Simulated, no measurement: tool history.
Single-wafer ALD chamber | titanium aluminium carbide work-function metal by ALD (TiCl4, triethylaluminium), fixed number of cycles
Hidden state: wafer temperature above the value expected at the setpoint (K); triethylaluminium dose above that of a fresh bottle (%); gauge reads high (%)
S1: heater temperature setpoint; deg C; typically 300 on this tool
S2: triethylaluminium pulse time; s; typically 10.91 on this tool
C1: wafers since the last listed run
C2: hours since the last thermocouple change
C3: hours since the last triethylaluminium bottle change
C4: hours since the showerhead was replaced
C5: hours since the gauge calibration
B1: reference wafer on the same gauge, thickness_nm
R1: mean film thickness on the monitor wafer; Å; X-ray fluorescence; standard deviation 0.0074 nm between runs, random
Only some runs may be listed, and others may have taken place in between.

{"run": 1, "hour": 0.0, "S1": 300, "S2": 11.81, "C1": 0, "C2": 1522.4, "C3": 621.1, "C4": 6983.2, "C5": 299.4, "B1": 2.201, "R1": 20.13}
{"run": 2, "hour": 15.3, "S1": 300, "S2": 11.81, "C1": 134, "C2": 1537.7, "C3": 636.4, "C4": 6998.5, "C5": 314.7, "B1": 2.196, "R1": 20.11}
{"run": 3, "hour": 26.5, "S1": 293, "S2": 10.91, "C1": 98, "C2": 1548.9, "C3": 647.6, "C4": 7009.7, "C5": 325.9, "B1": 2.199, "R1": 19.32}
{"run": 4, "hour": 33.1, "S1": 293, "S2": 10.91, "C1": 57, "C2": 1555.5, "C3": 654.2, "C4": 7016.3, "C5": 332.5, "B1": 2.203, "R1": 19.32}
{"run": 5, "hour": 43.8, "S1": 293, "S2": 10.91, "C1": 93, "C2": 1566.2, "C3": 664.9, "C4": 7027, "C5": 343.2, "B1": 2.199, "R1": 19.22}
{"run": 6, "hour": 55.5, "S1": 300, "S2": 10.91, "C1": 102, "C2": 1577.9, "C3": 676.6, "C4": 7038.7, "C5": 354.9, "B1": 2.202, "R1": 19.72}
{"hour": 67.5, "done": "thermocouple changed; heater temperature recalibrated"}
{"run": 7, "hour": 68.6, "S1": 300, "S2": 10.03, "C1": 44, "C2": 1.1, "C3": 689.7, "C4": 7051.8, "C5": 368, "B1": 2.199, "R1": 19.62}
{"run": 8, "hour": 77.3, "S1": 300, "S2": 10.03, "C1": 76, "C2": 9.8, "C3": 698.4, "C4": 7060.5, "C5": 376.7, "B1": 2.2, "R1": 19.69}
{"run": 9, "hour": 89.6, "S1": 300, "S2": 10.91, "C1": 107, "C2": 22.1, "C3": 710.7, "C4": 7072.8, "C5": 389, "B1": 2.199, "R1": 19.8}
{"run": 10, "hour": 106.7, "S1": 300, "S2": 10.91, "C1": 149, "C2": 39.2, "C3": 727.8, "C4": 7089.9, "C5": 406.1, "B1": 2.199, "R1": 19.77}
{"hour": 117.7, "done": "gauge calibrated"}
{"run": 11, "hour": 118.7, "S1": 311, "S2": 10.91, "C1": 105, "C2": 51.2, "C3": 739.8, "C4": 7101.9, "C5": 1, "B1": 2.199, "R1": 20.66}
{"run": 12, "hour": 141.6, "S1": 308, "S2": 14.44, "C1": 200, "C2": 74.1, "C3": 762.7, "C4": 7124.8, "C5": 23.9, "B1": 2.198, "R1": 20.87}
{"run": 13, "hour": 152.0, "S1": 293, "S2": 7.96, "C1": 91, "C2": 84.5, "C3": 773.1, "C4": 7135.2, "C5": 34.3, "B1": 2.198, "R1": 18.61}
{"run": 14, "hour": 162.0, "S1": 295, "S2": 12.52, "C1": 87, "C2": 94.5, "C3": 783.1, "C4": 7145.2, "C5": 44.3, "B1": 2.204, "R1": 19.75}
{"run": 15, "hour": 170.4, "S1": 312, "S2": 10.91, "C1": 73, "C2": 102.9, "C3": 791.5, "C4": 7153.6, "C5": 52.7, "B1": 2.204, "R1": 20.67}
{"hour": 192.7, "done": "triethylaluminium bottle replaced"}
{"run": 16, "hour": 193.2, "S1": 294, "S2": 15.2, "C1": 129, "C2": 125.7, "C3": 0.5, "C4": 7176.4, "C5": 75.5, "B1": 2.2, "R1": 20.13}
{"run": 17, "hour": 196.5, "S1": 300, "S2": 10.91, "C1": 28, "C2": 129, "C3": 3.8, "C4": 7179.7, "C5": 78.8, "B1": 2.2, "R1": 20.27}
{"run": 18, "hour": 206.9, "S1": 305, "S2": 6.9, "C1": 91, "C2": 139.4, "C3": 14.2, "C4": 7190.1, "C5": 89.2, "B1": 2.205, "R1": 20.16}
{"run": 19, "hour": 216.9, "S1": 291, "S2": 13.75, "C1": 87, "C2": 149.4, "C3": 24.2, "C4": 7200.1, "C5": 99.2, "B1": 2.199, "R1": 19.8}
{"run": 20, "hour": 233.8, "S1": 305, "S2": 7.74, "C1": 148, "C2": 166.3, "C3": 41.1, "C4": 7217, "C5": 116.1, "B1": 2.2, "R1": 20.23}
{"run": 21, "hour": 248.7, "S1": 300, "S2": 10.91, "C1": 130, "C2": 181.2, "C3": 56, "C4": 7231.9, "C5": 131, "B1": 2.197, "R1": 20.27}
{"run": 22, "hour": 264.4, "S1": 300, "S2": 10.91, "C1": 137, "C2": 196.9, "C3": 71.7, "C4": 7247.6, "C5": 146.7, "B1": 2.199, "R1": 20.28}
{"run": 23, "hour": 275.8, "S1": 311, "S2": 12.91, "C1": 99, "C2": 208.3, "C3": 83.1, "C4": 7259, "C5": 158.1, "B1": 2.198, "R1": 21.24}
{"run": 24, "hour": 290.9, "S1": 307, "S2": 10.91, "C1": 132, "C2": 223.4, "C3": 98.2, "C4": 7274.1, "C5": 173.2, "B1": 2.201, "R1": 20.76}
{"hour": 301.8, "done": "showerhead replaced"}
{"run": 25, "hour": 306.6, "S1": 296, "S2": 10.91, "C1": 67, "C2": 239.1, "C3": 113.9, "C4": 4.8, "C5": 188.9, "B1": 2.199, "R1": 19.82}
{"run": 26, "hour": 314.4, "S1": 308, "S2": 10.91, "C1": 68, "C2": 246.9, "C3": 121.7, "C4": 12.6, "C5": 196.7, "B1": 2.199, "R1": 20.76}
{"run": 27, "hour": 330.7, "S1": 300, "S2": 10.91, "C1": 142, "C2": 263.2, "C3": 138, "C4": 28.9, "C5": 213, "B1": 2.197, "R1": 20.08}
{"run": 28, "hour": 347.3, "S1": 285, "S2": 8.53, "C1": 145, "C2": 279.8, "C3": 154.6, "C4": 45.5, "C5": 229.6, "B1": 2.199, "R1": 18.77}
{"run": 29, "hour": 362.3, "S1": 293, "S2": 10.91, "C1": 131, "C2": 294.8, "C3": 169.6, "C4": 60.5, "C5": 244.6, "B1": 2.203, "R1": 19.81}
{"run": 30, "hour": 391.3, "S1": 285, "S2": 14.59, "C1": 254, "C2": 323.8, "C3": 198.6, "C4": 89.5, "C5": 273.6, "B1": 2.201, "R1": 19.25}
{"run": 31, "hour": 403.5, "S1": 300, "S2": 10.91, "C1": 106, "C2": 336, "C3": 210.8, "C4": 101.7, "C5": 285.8, "B1": 2.2, "R1": 20.19}
{"run": 32, "hour": 418.0, "S1": 290, "S2": 10.91, "C1": 127, "C2": 350.5, "C3": 225.3, "C4": 116.2, "C5": 300.3, "B1": 2.2, "R1": 19.44}
{"run": 33, "hour": 432.2, "S1": 314, "S2": 12.14, "C1": 124, "C2": 364.7, "C3": 239.5, "C4": 130.4, "C5": 314.5, "B1": 2.197, "R1": 21.37}

State the hidden condition of the tool at each of the runs:
wafer temperature above the value expected at the setpoint (K): 0 on each run
gauge reads high (%): 0 on each run
H1: triethylaluminium dose above that of a fresh bottle (%)
run=1 H1=-30.9
run=2 H1=-31.7
run=3 H1=-32.2
run=4 H1=-32.5
run=5 H1=-33
run=6 H1=-33.6
run=7 H1=-34.2
run=8 H1=-34.6
run=9 H1=-35.2
run=10 H1=-36
run=11 H1=-36.6
run=12 H1=-37.7
run=13 H1=-38.2
run=14 H1=-38.6
run=15 H1=-39
run=16 H1=-4.4
run=17 H1=-4.56
run=18 H1=-5.05
run=19 H1=-5.53
run=20 H1=-6.33
run=21 H1=-7.04
run=22 H1=-7.79
run=23 H1=-8.33
run=24 H1=-9.05
run=25 H1=-9.8
run=26 H1=-10.2
run=27 H1=-10.9
run=28 H1=-11.7
run=29 H1=-12.4
run=30 H1=-13.8
run=31 H1=-14.4
run=32 H1=-15.1
run=33 H1=-15.8
